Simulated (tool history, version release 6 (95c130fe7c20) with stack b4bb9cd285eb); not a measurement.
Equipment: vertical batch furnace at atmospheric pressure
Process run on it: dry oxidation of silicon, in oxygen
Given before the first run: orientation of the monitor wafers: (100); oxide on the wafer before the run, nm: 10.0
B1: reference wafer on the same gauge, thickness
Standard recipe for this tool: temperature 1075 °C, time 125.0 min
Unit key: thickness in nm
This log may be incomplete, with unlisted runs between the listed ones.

Run 1, hour 0.0: usual settings; B1 129.28. Result: thickness 145.94 nm.
Run 2, hour 31.7: usual settings; B1 129.35. Result: thickness 146.50 nm.
Run 3, hour 99.8: usual settings but time 147.5 min; B1 129.24. Result: thickness 162.82 nm.
Run 4, hour 162.3: usual settings but time 147.5 min; B1 129.06. Result: thickness 161.54 nm.
Run 5, hour 187.9: usual settings but temperature 1055 °C; B1 128.88. Result: thickness 125.47 nm.
Run 6, hour 255.5: usual settings but time 83.5 min; B1 128.95. Result: thickness 113.07 nm.
Run 7, hour 301.3: usual settings but time 83.5 min; B1 128.94. Result: thickness 113.58 nm.
At hour 340.9: thermocouples replaced and temperature profile calibrated.
Run 8, hour 341.4: usual settings; B1 128.82. Result: thickness 145.72 nm.
Run 9, hour 370.8: usual settings; B1 128.75. Result: thickness 146.18 nm.
Run 10, hour 433.5: usual settings but temperature 1058 °C, time 172.5 min; B1 128.71. Result: thickness 157.69 nm.
Run 11, hour 469.7: usual settings but time 186.0 min; B1 128.46. Result: thickness 186.23 nm.
At hour 526.9: boat lift adjusted.
Run 12, hour 527.4: usual settings; B1 128.56. Result: thickness 145.20 nm.
Run 13, hour 649.3: usual settings but temperature 1055 °C, time 86.0 min; B1 128.19. Result: thickness 98.66 nm.
At hour 691.8: gauge calibrated.
Run 14, hour 694.1: usual settings but temperature 1065 °C; B1 130.08. Result: thickness 137.65 nm.
Run 15, hour 743.7: usual settings but temperature 1051 °C, time 83.5 min; B1 130.04. Result: thickness 95.79 nm.
Run 16, hour 810.1: usual settings but temperature 1057 °C, time 163.5 min; B1 130.03. Result: thickness 152.02 nm.
Run 17, hour 851.6: usual settings but temperature 1094 °C, time 95.5 min; B1 129.93. Result: thickness 141.70 nm.
Run 18, hour 893.5: usual settings; B1 130.05. Result: thickness 147.22 nm.

Here are 3 independent what-if runs from the current tool condition. What would each one return?
Run A, hour 900.1: usual settings; B1 ?. Result: thickness ?.
Run B, hour 900.1: usual settings but temperature 1054 °C, time 154.5 min; B1 ?. Result: thickness ?.
Run C, hour 900.1: usual settings but time 64.5 min; B1 ?. Result: thickness ?.

run      B1  thickness
  A  129.81     147.05
  B  129.81     144.16
  C  129.81      97.41
The same runs, with their run-to-run variation unchanged, on a tool lacking any hidden condition would have given:
run  thickness
  A     147.21
  B     144.32
  C      97.52
